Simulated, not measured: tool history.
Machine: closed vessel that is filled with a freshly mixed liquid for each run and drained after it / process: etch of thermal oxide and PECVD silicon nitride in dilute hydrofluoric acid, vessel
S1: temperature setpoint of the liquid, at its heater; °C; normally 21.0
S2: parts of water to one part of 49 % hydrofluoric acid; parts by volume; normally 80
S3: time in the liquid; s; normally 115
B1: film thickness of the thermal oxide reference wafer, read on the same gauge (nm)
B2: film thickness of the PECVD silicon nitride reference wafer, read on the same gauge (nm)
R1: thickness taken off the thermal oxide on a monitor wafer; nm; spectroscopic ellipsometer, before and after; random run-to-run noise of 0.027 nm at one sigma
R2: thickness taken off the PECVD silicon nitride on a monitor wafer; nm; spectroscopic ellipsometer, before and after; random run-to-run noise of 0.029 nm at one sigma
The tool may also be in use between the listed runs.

run	hour	S1	S2	S3	B1	B2	R1	R2
1	0.0	21.0	80	115	139.99	139.990	6.00	2.716
2	12.9	21.0	80	115	140.00	139.974	6.00	2.653
3	23.2	24.5	65	115	140.04	139.994	8.72	4.198
4	32.4	24.5	65	115	139.99	140.014	8.64	4.157
5	50.2	17.0	60	115	140.01	139.974	6.90	2.767
6	64.3	21.0	80	165	140.00	139.985	8.55	3.926
7	82.2	21.0	105	115	139.99	140.006	4.45	2.059
8	96.1	18.5	80	175	139.99	140.010	8.26	3.533
9	105.1	21.0	65	115	140.01	139.991	7.47	3.366
10	112.2	19.5	60	135	140.01	139.995	9.06	3.808
# hour 120.2: thermometer replaced
11	128.0	21.0	80	115	140.00	140.003	6.03	2.659
# hour 130.0: gauge calibrated
12	161.6	21.0	80	90	140.00	139.996	4.68	2.126

Predict the results of run 13:
13	177.7	21.0	80	115	?	?	?	?

Run 13 came out at B1 140.01, B2 140.001, R1 5.98 nm, R2 2.695 nm.
Without the tool's hidden state the same run would have given R1 6.04 nm, R2 2.719 nm.
